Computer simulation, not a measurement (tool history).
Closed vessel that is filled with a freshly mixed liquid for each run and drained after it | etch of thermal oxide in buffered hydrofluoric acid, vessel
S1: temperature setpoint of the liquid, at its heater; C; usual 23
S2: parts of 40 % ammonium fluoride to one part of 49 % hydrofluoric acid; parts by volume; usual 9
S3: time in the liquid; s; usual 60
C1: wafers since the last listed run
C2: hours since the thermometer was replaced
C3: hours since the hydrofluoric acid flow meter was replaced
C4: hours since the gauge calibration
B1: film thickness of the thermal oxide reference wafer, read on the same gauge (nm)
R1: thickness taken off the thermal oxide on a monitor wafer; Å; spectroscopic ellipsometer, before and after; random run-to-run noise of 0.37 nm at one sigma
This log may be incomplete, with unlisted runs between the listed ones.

{"run": 1, "hour": 0.0, "S1": 23, "S2": 9, "S3": 60, "C1": 0, "C2": 1190.6, "C3": 1529.1, "C4": 58, "B1": 60.01, "R1": 699.8}
{"run": 2, "hour": 28.4, "S1": 20.5, "S2": 6.5, "S3": 60, "C1": 1770, "C2": 1219, "C3": 1557.5, "C4": 86.4, "B1": 60.03, "R1": 843.3}
{"run": 3, "hour": 62.2, "S1": 23, "S2": 9, "S3": 85, "C1": 2106, "C2": 1252.8, "C3": 1591.3, "C4": 120.2, "B1": 60.01, "R1": 990.8}
{"run": 4, "hour": 86.7, "S1": 23, "S2": 9, "S3": 60, "C1": 1527, "C2": 1277.3, "C3": 1615.8, "C4": 144.7, "B1": 59.99, "R1": 687.6}
{"run": 5, "hour": 122.6, "S1": 23, "S2": 9, "S3": 60, "C1": 2237, "C2": 1313.2, "C3": 1651.7, "C4": 180.6, "B1": 60.01, "R1": 688.9}
{"run": 6, "hour": 137.4, "S1": 25, "S2": 9, "S3": 35, "C1": 922, "C2": 1328, "C3": 1666.5, "C4": 195.4, "B1": 59.99, "R1": 449.1}
{"run": 7, "hour": 172.3, "S1": 23, "S2": 9, "S3": 60, "C1": 2175, "C2": 1362.9, "C3": 1701.4, "C4": 230.3, "B1": 59.97, "R1": 689.3}
{"run": 8, "hour": 199.7, "S1": 23, "S2": 9, "S3": 60, "C1": 1707, "C2": 1390.3, "C3": 1728.8, "C4": 257.7, "B1": 59.96, "R1": 689.7}
{"run": 9, "hour": 235.5, "S1": 23, "S2": 9, "S3": 60, "C1": 2231, "C2": 1426.1, "C3": 1764.6, "C4": 293.5, "B1": 60.02, "R1": 689.4}
{"hour": 246.7, "done": "thermometer replaced"}
{"run": 10, "hour": 268.0, "S1": 23, "S2": 10, "S3": 60, "C1": 1963, "C2": 21.3, "C3": 1797.1, "C4": 326, "B1": 60.02, "R1": 684.8}
{"hour": 271.2, "done": "hydrofluoric acid flow meter replaced"}
{"run": 11, "hour": 280.4, "S1": 23, "S2": 10, "S3": 60, "C1": 710, "C2": 33.7, "C3": 9.2, "C4": 338.4, "B1": 60.01, "R1": 691.4}
{"run": 12, "hour": 300.0, "S1": 21.5, "S2": 9, "S3": 45, "C1": 1221, "C2": 53.3, "C3": 28.8, "C4": 358, "B1": 59.99, "R1": 505.9}
{"run": 13, "hour": 316.4, "S1": 21.5, "S2": 9, "S3": 45, "C1": 1022, "C2": 69.7, "C3": 45.2, "C4": 374.4, "B1": 60.01, "R1": 504.3}
{"run": 14, "hour": 332.3, "S1": 21.5, "S2": 9, "S3": 45, "C1": 991, "C2": 85.6, "C3": 61.1, "C4": 390.3, "B1": 60.01, "R1": 505.3}
{"run": 15, "hour": 361.9, "S1": 23, "S2": 9, "S3": 40, "C1": 1844, "C2": 115.2, "C3": 90.7, "C4": 419.9, "B1": 59.98, "R1": 489.9}
{"run": 16, "hour": 386.7, "S1": 23, "S2": 9, "S3": 50, "C1": 1545, "C2": 140, "C3": 115.5, "C4": 444.7, "B1": 59.98, "R1": 605.9}
{"run": 17, "hour": 422.4, "S1": 25, "S2": 9, "S3": 35, "C1": 2225, "C2": 175.7, "C3": 151.2, "C4": 480.4, "B1": 60.01, "R1": 478.3}
{"run": 18, "hour": 444.4, "S1": 25, "S2": 12.5, "S3": 30, "C1": 1371, "C2": 197.7, "C3": 173.2, "C4": 502.4, "B1": 60, "R1": 306.6}
{"run": 19, "hour": 475.8, "S1": 23, "S2": 9, "S3": 70, "C1": 1957, "C2": 229.1, "C3": 204.6, "C4": 533.8, "B1": 59.99, "R1": 843.5}
{"hour": 476.9, "done": "gauge calibrated"}
{"run": 20, "hour": 503.6, "S1": 26.5, "S2": 12, "S3": 60, "C1": 1732, "C2": 256.9, "C3": 232.4, "C4": 26.7, "B1": 60.02, "R1": 685}
{"run": 21, "hour": 538.6, "S1": 23, "S2": 9, "S3": 60, "C1": 2181, "C2": 291.9, "C3": 267.4, "C4": 61.7, "B1": 60, "R1": 726.4}
{"run": 22, "hour": 566.0, "S1": 23, "S2": 7, "S3": 80, "C1": 1707, "C2": 319.3, "C3": 294.8, "C4": 89.1, "B1": 59.98, "R1": 1273.6}
{"run": 23, "hour": 597.9, "S1": 20, "S2": 9, "S3": 30, "C1": 1988, "C2": 351.2, "C3": 326.7, "C4": 121, "B1": 60.03, "R1": 306.4}
{"run": 24, "hour": 633.3, "S1": 26, "S2": 9, "S3": 80, "C1": 2206, "C2": 386.6, "C3": 362.1, "C4": 156.4, "B1": 60, "R1": 1134.2}
{"run": 25, "hour": 665.3, "S1": 21, "S2": 11, "S3": 35, "C1": 1994, "C2": 418.6, "C3": 394.1, "C4": 188.4, "B1": 59.99, "R1": 323.5}
{"run": 26, "hour": 679.4, "S1": 20.5, "S2": 9, "S3": 60, "C1": 878, "C2": 432.7, "C3": 408.2, "C4": 202.5, "B1": 59.98, "R1": 625.8}
{"run": 27, "hour": 707.6, "S1": 23, "S2": 7.5, "S3": 35, "C1": 1757, "C2": 460.9, "C3": 436.4, "C4": 230.7, "B1": 60, "R1": 515.6}
{"run": 28, "hour": 732.5, "S1": 23, "S2": 9, "S3": 60, "C1": 1552, "C2": 485.8, "C3": 461.3, "C4": 255.6, "B1": 60.01, "R1": 719.7}
{"run": 29, "hour": 756.9, "S1": 18, "S2": 6, "S3": 85, "C1": 1520, "C2": 510.2, "C3": 485.7, "C4": 280, "B1": 60, "R1": 1158.9}
{"run": 30, "hour": 770.1, "S1": 23, "S2": 9, "S3": 60, "C1": 822, "C2": 523.4, "C3": 498.9, "C4": 293.2, "B1": 60, "R1": 717.7}
{"run": 31, "hour": 785.4, "S1": 26, "S2": 9, "S3": 60, "C1": 953, "C2": 538.7, "C3": 514.2, "C4": 308.5, "B1": 60.01, "R1": 849.4}
{"run": 32, "hour": 808.3, "S1": 23, "S2": 9, "S3": 60, "C1": 1427, "C2": 561.6, "C3": 537.1, "C4": 331.4, "B1": 60.01, "R1": 719.7}
{"run": 33, "hour": 836.8, "S1": 23, "S2": 9, "S3": 60, "C1": 1776, "C2": 590.1, "C3": 565.6, "C4": 359.9, "B1": 59.99, "R1": 715.6}

Predict each of these 5 candidate next runs independently; none follows another, all start after run 33:
{"run": "A", "hour": 837.5, "S1": 23, "S2": 9, "S3": 60, "C1": 43, "C2": 590.8, "C3": 566.3, "C4": 360.6, "B1": "?", "R1": "?"}
{"run": "B", "hour": 837.5, "S1": 26.5, "S2": 9, "S3": 45, "C1": 43, "C2": 590.8, "C3": 566.3, "C4": 360.6, "B1": "?", "R1": "?"}
{"run": "C", "hour": 837.5, "S1": 27, "S2": 9, "S3": 60, "C1": 43, "C2": 590.8, "C3": 566.3, "C4": 360.6, "B1": "?", "R1": "?"}
{"run": "D", "hour": 837.5, "S1": 23, "S2": 9, "S3": 90, "C1": 43, "C2": 590.8, "C3": 566.3, "C4": 360.6, "B1": "?", "R1": "?"}
{"run": "E", "hour": 837.5, "S1": 25, "S2": 9, "S3": 50, "C1": 43, "C2": 590.8, "C3": 566.3, "C4": 360.6, "B1": "?", "R1": "?"}

run=A B1=60.01 R1=716
run=B B1=60.01 R1=649.7
run=C B1=60.01 R1=889.8
run=D B1=60.01 R1=1073.9
run=E B1=60.01 R1=665.6
Without the tool's hidden state the same runs would have given:
run=A R1=739.1
run=B R1=670.2
run=C R1=917.9
run=D R1=1108.7
run=E R1=686.9
